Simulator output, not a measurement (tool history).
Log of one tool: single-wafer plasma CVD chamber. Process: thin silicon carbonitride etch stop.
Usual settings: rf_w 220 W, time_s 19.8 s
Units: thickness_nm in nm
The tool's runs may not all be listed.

run	hour	rf_w	time_s	wafers since the last listed run	hours since the last thermocouple change	hours since the last RF generator calibration	hours since the showerhead was replaced	hours since the gauge calibration	read-back reference wafer on the same gauge, thickness_nm	thickness_nm
1	0	220	19.8	0	3027.7	2211.8	6205.2	316.3	11.794	11.833
2	13.7	220	19.8	349	3041.4	2225.5	6218.9	330	11.802	11.818
3	24.2	220	19.8	268	3051.9	2236	6229.4	340.5	11.794	11.846
4	41.5	200	21.1	441	3069.2	2253.3	6246.7	357.8	11.802	12.294
5	48	200	21.1	166	3075.7	2259.8	6253.2	364.3	11.803	12.306
# hour 62.9: showerhead replaced
6	63.4	200	21.1	189	3091.1	2275.2	0.5	379.7	11.803	12.29
7	70.6	220	22.3	183	3098.3	2282.4	7.7	386.9	11.794	13.32
8	79.4	220	22.3	224	3107.1	2291.2	16.5	395.7	11.798	13.334
9	91.4	220	22.3	306	3119.1	2303.2	28.5	407.7	11.805	13.348
10	102.6	220	20.9	286	3130.3	2314.4	39.7	418.9	11.798	12.474
11	117.7	220	19.8	385	3145.4	2329.5	54.8	434	11.804	11.819
12	127.2	220	19.8	242	3154.9	2339	64.3	443.5	11.801	11.826
13	137.2	220	19.8	255	3164.9	2349	74.3	453.5	11.791	11.806
14	143.5	220	19.8	160	3171.2	2355.3	80.6	459.8	11.799	11.811
15	158.1	245	17.2	372	3185.8	2369.9	95.2	474.4	11.803	10.56
# hour 166.2: gauge calibrated
16	167.8	200	23.1	247	3195.5	2379.6	104.9	1.6	11.803	13.436
17	177.6	245	21.5	250	3205.3	2389.4	114.7	11.4	11.805	13.161
18	190.3	245	17.9	324	3218	2402.1	127.4	24.1	11.8	11
19	207.1	245	23.7	429	3234.8	2418.9	144.2	40.9	11.802	14.514
20	220.5	255	16.8	342	3248.2	2432.3	157.6	54.3	11.798	10.433
21	226.8	180	17.9	160	3254.5	2438.6	163.9	60.6	11.798	10.088
# hour 235.7: RF generator calibrated
22	239.9	220	19.8	130	3267.6	4.2	177	73.7	11.792	12.135
23	256.7	205	22.5	429	3284.4	21	193.8	90.5	11.801	13.553
24	265.4	195	16.6	222	3293.1	29.7	202.5	99.2	11.793	9.876
25	276.2	255	18.7	275	3303.9	40.5	213.3	110	11.803	11.936
# hour 285: thermocouple changed; heater temperature recalibrated
26	289.3	185	16.7	130	4.3	53.6	226.4	123.1	11.801	9.753
27	302.3	190	18	332	17.3	66.6	239.4	136.1	11.805	10.621
28	309	220	19.8	171	24	73.3	246.1	142.8	11.803	12.128
29	319.6	250	22.1	270	34.6	83.9	256.7	153.4	11.799	14.004
30	334	220	19.8	367	49	98.3	271.1	167.8	11.804	12.128
31	345.8	220	21	301	60.8	110.1	282.9	179.6	11.798	12.872
32	359.6	260	23.1	352	74.6	123.9	296.7	193.4	11.8	14.836
33	370.2	265	17.8	270	85.2	134.5	307.3	204	11.804	11.485
34	381.5	235	19.8	288	96.5	145.8	318.6	215.3	11.796	12.386
35	392.1	220	19.8	270	107.1	156.4	329.2	225.9	11.798	12.152

How the hidden state differs across the entries between the runs, from the last listed run before each to the first after it:
Between runs 5 and 6: showerhead replaced (hour 62.9)
  delivered RF power above the setpoint (%): -9.3 -> -9.41
  measured less the result without the state, thickness_nm: -0.329 -> -0.332 nm
Between runs 15 and 16: gauge calibrated (hour 166.2)
  delivered RF power above the setpoint (%): -10.1 -> -10.2
  measured less the result without the state, thickness_nm: -0.309 -> -0.396 nm
Between runs 21 and 22: RF generator calibrated (hour 235.7)
  delivered RF power above the setpoint (%): -10.7 -> -0.232
  measured less the result without the state, thickness_nm: -0.312 -> -0.008 nm
Between runs 25 and 26: thermocouple changed; heater temperature recalibrated (hour 285)
  delivered RF power above the setpoint (%): -0.235 -> -0.237
  measured less the result without the state, thickness_nm: -0.008 -> -0.006 nm

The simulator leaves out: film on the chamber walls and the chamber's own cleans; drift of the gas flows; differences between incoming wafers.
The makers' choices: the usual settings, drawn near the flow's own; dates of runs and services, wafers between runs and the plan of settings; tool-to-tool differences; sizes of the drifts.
